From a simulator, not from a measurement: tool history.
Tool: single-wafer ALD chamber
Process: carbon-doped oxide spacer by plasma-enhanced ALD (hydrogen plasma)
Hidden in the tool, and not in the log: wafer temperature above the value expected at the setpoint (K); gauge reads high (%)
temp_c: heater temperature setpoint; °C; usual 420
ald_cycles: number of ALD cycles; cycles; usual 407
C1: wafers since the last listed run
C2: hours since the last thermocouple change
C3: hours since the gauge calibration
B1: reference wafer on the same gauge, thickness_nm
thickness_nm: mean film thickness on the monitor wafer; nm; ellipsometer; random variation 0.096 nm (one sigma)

run 1 hour=0.0 | temp_c=420 ald_cycles=407 | C1=0 C2=604.9 C3=284.6 | B1=27.868 | thickness_nm=23.518
run 2 hour=24.2 | temp_c=420 ald_cycles=407 | C1=23 C2=629.1 C3=308.8 | B1=27.904 | thickness_nm=23.537
run 3 hour=92.9 | temp_c=420 ald_cycles=407 | C1=66 C2=697.8 C3=377.5 | B1=27.888 | thickness_nm=23.384
run 4 hour=118.2 | temp_c=416 ald_cycles=407 | C1=24 C2=723.1 C3=402.8 | B1=27.926 | thickness_nm=23.921
run 5 hour=158.4 | temp_c=416 ald_cycles=407 | C1=38 C2=763.3 C3=443.0 | B1=27.898 | thickness_nm=24.155
run 6 hour=204.3 | temp_c=416 ald_cycles=407 | C1=44 C2=809.2 C3=488.9 | B1=27.873 | thickness_nm=23.946
run 7 hour=244.2 | temp_c=427 ald_cycles=407 | C1=38 C2=849.1 C3=528.8 | B1=27.929 | thickness_nm=23.056
run 8 hour=285.3 | temp_c=427 ald_cycles=407 | C1=39 C2=890.2 C3=569.9 | B1=27.899 | thickness_nm=22.886
-- hour=334.4 thermocouple changed; heater temperature recalibrated
run 9 hour=341.4 | temp_c=420 ald_cycles=407 | C1=46 C2=7.0 C3=626.0 | B1=27.908 | thickness_nm=23.287
run 10 hour=386.6 | temp_c=420 ald_cycles=407 | C1=43 C2=52.2 C3=671.2 | B1=27.887 | thickness_nm=23.151
-- hour=400.1 gauge calibrated
run 11 hour=431.6 | temp_c=420 ald_cycles=407 | C1=43 C2=97.2 C3=31.5 | B1=27.916 | thickness_nm=23.440
run 12 hour=461.0 | temp_c=420 ald_cycles=407 | C1=28 C2=126.6 C3=60.9 | B1=27.914 | thickness_nm=23.268
run 13 hour=501.0 | temp_c=406 ald_cycles=378 | C1=38 C2=166.6 C3=100.9 | B1=27.930 | thickness_nm=22.877
run 14 hour=570.3 | temp_c=412 ald_cycles=429 | C1=66 C2=235.9 C3=170.2 | B1=27.867 | thickness_nm=25.231
run 15 hour=623.3 | temp_c=431 ald_cycles=339 | C1=51 C2=288.9 C3=223.2 | B1=27.885 | thickness_nm=18.536
run 16 hour=688.7 | temp_c=429 ald_cycles=483 | C1=63 C2=354.3 C3=288.6 | B1=27.912 | thickness_nm=26.770
run 17 hour=747.5 | temp_c=413 ald_cycles=479 | C1=56 C2=413.1 C3=347.4 | B1=27.898 | thickness_nm=28.209
run 18 hour=795.3 | temp_c=408 ald_cycles=480 | C1=46 C2=460.9 C3=395.2 | B1=27.916 | thickness_nm=28.829
run 19 hour=839.8 | temp_c=426 ald_cycles=386 | C1=43 C2=505.4 C3=439.7 | B1=27.898 | thickness_nm=21.538
run 20 hour=909.3 | temp_c=405 ald_cycles=407 | C1=67 C2=574.9 C3=509.2 | B1=27.913 | thickness_nm=24.822
run 21 hour=940.3 | temp_c=420 ald_cycles=470 | C1=29 C2=605.9 C3=540.2 | B1=27.896 | thickness_nm=27.105
run 22 hour=967.2 | temp_c=425 ald_cycles=329 | C1=25 C2=632.8 C3=567.1 | B1=27.953 | thickness_nm=18.594
run 23 hour=1034.2 | temp_c=420 ald_cycles=407 | C1=64 C2=699.8 C3=634.1 | B1=27.921 | thickness_nm=23.464

3 ways to go on from here, each from the tool as it stands after run 23. What would each give?
run A hour=1035.2 | temp_c=420 ald_cycles=429 | C1=0 C2=700.8 C3=635.1 | B1=? | thickness_nm=?
run B hour=1035.2 | temp_c=405 ald_cycles=439 | C1=0 C2=700.8 C3=635.1 | B1=? | thickness_nm=?
run C hour=1035.2 | temp_c=416 ald_cycles=442 | C1=0 C2=700.8 C3=635.1 | B1=? | thickness_nm=?

run=A B1=27.881 thickness_nm=24.719
run=B B1=27.881 thickness_nm=26.668
run=C B1=27.881 thickness_nm=25.837
Without the tool's hidden state the same runs would have given:
run=A thickness_nm=24.577
run=B thickness_nm=26.522
run=C thickness_nm=25.690

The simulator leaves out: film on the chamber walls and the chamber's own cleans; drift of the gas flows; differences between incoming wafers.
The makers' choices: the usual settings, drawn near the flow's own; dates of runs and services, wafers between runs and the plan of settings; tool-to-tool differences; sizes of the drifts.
